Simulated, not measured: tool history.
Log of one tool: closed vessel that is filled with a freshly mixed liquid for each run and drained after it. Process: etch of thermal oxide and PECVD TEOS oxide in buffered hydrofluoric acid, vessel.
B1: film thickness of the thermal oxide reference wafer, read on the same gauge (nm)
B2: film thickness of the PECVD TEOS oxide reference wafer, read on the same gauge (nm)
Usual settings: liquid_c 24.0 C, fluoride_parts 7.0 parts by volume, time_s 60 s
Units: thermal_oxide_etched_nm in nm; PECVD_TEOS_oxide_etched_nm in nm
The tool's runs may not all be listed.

Run 1, hour 0.0: usual settings; B1 120.03; B2 130.03. Result: thermal_oxide_etched_nm 104.95 nm, PECVD_TEOS_oxide_etched_nm 182.91 nm.
Run 2, hour 99.7: usual settings; B1 120.00; B2 129.99. Result: thermal_oxide_etched_nm 105.91 nm, PECVD_TEOS_oxide_etched_nm 185.94 nm.
Run 3, hour 154.1: usual settings but fluoride_parts 9.0 parts by volume; B1 119.97; B2 129.96. Result: thermal_oxide_etched_nm 81.57 nm, PECVD_TEOS_oxide_etched_nm 141.69 nm.
Run 4, hour 200.1: usual settings but fluoride_parts 9.0 parts by volume; B1 120.04; B2 129.98. Result: thermal_oxide_etched_nm 81.81 nm, PECVD_TEOS_oxide_etched_nm 142.03 nm.
At hour 264.9: gauge calibrated.
Run 5, hour 284.5: usual settings but liquid_c 27.5 C, time_s 85 s; B1 120.00; B2 130.02. Result: thermal_oxide_etched_nm 187.60 nm, PECVD_TEOS_oxide_etched_nm 321.10 nm.
At hour 308.2: thermometer replaced.
Run 6, hour 337.7: usual settings; B1 119.97; B2 129.99. Result: thermal_oxide_etched_nm 104.87 nm, PECVD_TEOS_oxide_etched_nm 178.57 nm.
Run 7, hour 375.8: usual settings; B1 120.03; B2 129.99. Result: thermal_oxide_etched_nm 104.05 nm, PECVD_TEOS_oxide_etched_nm 180.33 nm.
Run 8, hour 414.0: usual settings; B1 120.01; B2 129.99. Result: thermal_oxide_etched_nm 104.66 nm, PECVD_TEOS_oxide_etched_nm 181.96 nm.
Run 9, hour 545.5: usual settings; B1 119.96; B2 130.01. Result: thermal_oxide_etched_nm 105.21 nm, PECVD_TEOS_oxide_etched_nm 186.07 nm.
Run 10, hour 604.9: usual settings but liquid_c 19.0 C, fluoride_parts 9.5 parts by volume, time_s 30 s; B1 120.00; B2 129.98. Result: thermal_oxide_etched_nm 29.66 nm, PECVD_TEOS_oxide_etched_nm 51.85 nm.
Run 11, hour 656.8: usual settings but time_s 40 s; B1 120.00; B2 130.00. Result: thermal_oxide_etched_nm 70.97 nm, PECVD_TEOS_oxide_etched_nm 125.07 nm.
Run 12, hour 737.8: usual settings; B1 119.97; B2 130.02. Result: thermal_oxide_etched_nm 108.39 nm, PECVD_TEOS_oxide_etched_nm 187.07 nm.
Run 13, hour 806.8: usual settings but liquid_c 26.0 C, time_s 40 s; B1 119.98; B2 129.97. Result: thermal_oxide_etched_nm 80.19 nm, PECVD_TEOS_oxide_etched_nm 138.52 nm.
Run 14, hour 873.0: usual settings but liquid_c 25.5 C, time_s 30 s; B1 120.02; B2 129.98. Result: thermal_oxide_etched_nm 59.32 nm, PECVD_TEOS_oxide_etched_nm 102.49 nm.
At hour 906.4: thermometer replaced.
Run 15, hour 954.3: usual settings; B1 119.99; B2 129.99. Result: thermal_oxide_etched_nm 102.57 nm, PECVD_TEOS_oxide_etched_nm 179.83 nm.
Run 16, hour 995.0: usual settings but liquid_c 20.5 C, fluoride_parts 6.0 parts by volume, time_s 80 s; B1 120.00; B2 129.98. Result: thermal_oxide_etched_nm 130.93 nm, PECVD_TEOS_oxide_etched_nm 226.98 nm.
At hour 1000.6: hydrofluoric acid flow meter replaced.
Run 17, hour 1053.4: usual settings but time_s 95 s; B1 119.98; B2 129.99. Result: thermal_oxide_etched_nm 165.17 nm, PECVD_TEOS_oxide_etched_nm 285.74 nm.
Run 18, hour 1103.1: usual settings but liquid_c 21.0 C, fluoride_parts 6.0 parts by volume, time_s 70 s; B1 119.99; B2 129.98. Result: thermal_oxide_etched_nm 117.68 nm, PECVD_TEOS_oxide_etched_nm 205.48 nm.
Run 19, hour 1210.3: usual settings; B1 119.99; B2 130.00. Result: thermal_oxide_etched_nm 106.26 nm, PECVD_TEOS_oxide_etched_nm 185.62 nm.
Run 20, hour 1307.3: usual settings but liquid_c 28.0 C, fluoride_parts 8.5 parts by volume, time_s 50 s; B1 119.99; B2 130.01. Result: thermal_oxide_etched_nm 89.82 nm, PECVD_TEOS_oxide_etched_nm 155.68 nm.
At hour 1369.7: thermometer replaced.
Run 21, hour 1383.6: usual settings but liquid_c 29.0 C, fluoride_parts 6.0 parts by volume; B1 119.99; B2 130.00. Result: thermal_oxide_etched_nm 153.90 nm, PECVD_TEOS_oxide_etched_nm 268.61 nm.
Run 22, hour 1486.3: usual settings but liquid_c 27.0 C, fluoride_parts 8.5 parts by volume, time_s 30 s; B1 120.02; B2 130.01. Result: thermal_oxide_etched_nm 49.74 nm, PECVD_TEOS_oxide_etched_nm 86.52 nm.
Run 23, hour 1527.8: usual settings but time_s 30 s; B1 120.02; B2 129.97. Result: thermal_oxide_etched_nm 52.47 nm, PECVD_TEOS_oxide_etched_nm 91.11 nm.
Run 24, hour 1620.7: usual settings but liquid_c 27.0 C; B1 119.99; B2 130.01. Result: thermal_oxide_etched_nm 122.31 nm, PECVD_TEOS_oxide_etched_nm 215.08 nm.
Run 25, hour 1717.1: usual settings but liquid_c 26.0 C, fluoride_parts 5.5 parts by volume; B1 119.97; B2 130.03. Result: thermal_oxide_etched_nm 146.52 nm, PECVD_TEOS_oxide_etched_nm 255.19 nm.

Forecast each of these 5 alternatives for the next run:
Run A, hour 1717.8: usual settings but liquid_c 27.5 C; B1 ?; B2 ?. Result: thermal_oxide_etched_nm ?, PECVD_TEOS_oxide_etched_nm ?.
Run B, hour 1717.8: usual settings but liquid_c 25.5 C, time_s 45 s; B1 ?; B2 ?. Result: thermal_oxide_etched_nm ?, PECVD_TEOS_oxide_etched_nm ?.
Run C, hour 1717.8: usual settings but fluoride_parts 5.0 parts by volume, time_s 85 s; B1 ?; B2 ?. Result: thermal_oxide_etched_nm ?, PECVD_TEOS_oxide_etched_nm ?.
Run D, hour 1717.8: usual settings but liquid_c 25.5 C, time_s 75 s; B1 ?; B2 ?. Result: thermal_oxide_etched_nm ?, PECVD_TEOS_oxide_etched_nm ?.
Run E, hour 1717.8: usual settings but liquid_c 21.5 C; B1 ?; B2 ?. Result: thermal_oxide_etched_nm ?, PECVD_TEOS_oxide_etched_nm ?.

run      B1      B2  thermal_oxide_etched_nm  PECVD_TEOS_oxide_etched_nm
  A  120.04  130.02                   128.90                      221.99
  B  120.04  130.02                    86.90                      149.65
  C  120.04  130.02                   201.85                      347.61
  D  120.04  130.02                   144.83                      249.41
  E  120.04  130.02                    93.21                      160.52
Without the tool's hidden state the same runs would have given:
run  thermal_oxide_etched_nm  PECVD_TEOS_oxide_etched_nm
  A                   124.53                      214.46
  B                    83.91                      144.51
  C                   194.85                      335.57
  D                   139.85                      240.84
  E                    89.92                      154.86

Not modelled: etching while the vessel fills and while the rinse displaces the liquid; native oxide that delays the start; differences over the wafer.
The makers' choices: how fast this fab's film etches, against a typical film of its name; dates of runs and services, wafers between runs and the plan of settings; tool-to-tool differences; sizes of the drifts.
